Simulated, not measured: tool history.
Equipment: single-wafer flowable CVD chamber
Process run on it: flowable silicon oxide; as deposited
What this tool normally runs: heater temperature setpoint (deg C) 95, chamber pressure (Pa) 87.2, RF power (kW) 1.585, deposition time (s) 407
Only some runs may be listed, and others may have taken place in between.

run,hour,heater temperature setpoint (deg C),chamber pressure (Pa),RF power (kW),deposition time (s),wafers since the last listed run,hours since the last thermocouple change,hours since the last RF generator calibration,hours since the last manometer calibration,hours since the showerhead was replaced,hours since the gauge calibration,"read-back reference wafer on the same gauge, thickness_nm",mean film thickness on the monitor wafer (Å)
1,0.0,95,87.2,1.585,407,0,2515.5,1500.2,1932.0,3381.3,147.6,199.888,1854.00
2,13.1,95,87.2,1.585,407,60,2528.6,1513.3,1945.1,3394.4,160.7,200.083,1860.66
3,29.5,95,98.5,1.585,407,76,2545.0,1529.7,1961.5,3410.8,177.1,199.827,2107.34
4,42.4,95,87.2,1.585,389,60,2557.9,1542.6,1974.4,3423.7,190.0,199.960,1777.98
# hour 50.9: gauge calibrated
5,51.7,95,87.2,1.585,389,43,2567.2,1551.9,1983.7,3433.0,0.8,200.011,1769.63
6,58.7,95,87.2,1.585,389,32,2574.2,1558.9,1990.7,3440.0,7.8,199.849,1776.99
# hour 75.7: thermocouple changed; heater temperature recalibrated
# hour 76.6: RF generator calibrated
# hour 80.1: capacitance manometer re-zeroed and calibrated
7,80.6,95,102.0,1.585,407,44,4.9,4.0,0.5,3461.9,29.7,199.987,2386.07
8,91.1,87,87.2,1.585,384,48,15.4,14.5,11.0,3472.4,40.2,199.931,2415.17
9,99.5,95,87.2,1.585,389,39,23.8,22.9,19.4,3480.8,48.6,200.021,1942.44
# hour 112.1: showerhead replaced, of another model than before
10,116.4,95,87.2,1.585,407,41,40.7,39.8,36.3,4.3,65.5,199.923,2033.30
11,124.6,95,80.0,1.585,407,38,48.9,48.0,44.5,12.5,73.7,200.136,1904.34
12,137.0,89,87.2,1.705,407,57,61.3,60.4,56.9,24.9,86.1,199.873,2502.47
13,144.0,89,66.4,1.865,356,32,68.3,67.4,63.9,31.9,93.1,200.012,1868.15
14,156.7,107,68.9,1.355,481,59,81.0,80.1,76.6,44.6,105.8,200.010,1259.78

Run 15 comes next. What will it give?
15,164.3,95,87.2,1.585,407,35,88.6,87.7,84.2,52.2,113.4,?,?

read-back reference wafer on the same gauge, thickness_nm: 200.101
mean film thickness on the monitor wafer (Å): 2021.16
Minus the tool's unlogged condition, the same run would have read mean film thickness on the monitor wafer (Å) 2024.33.
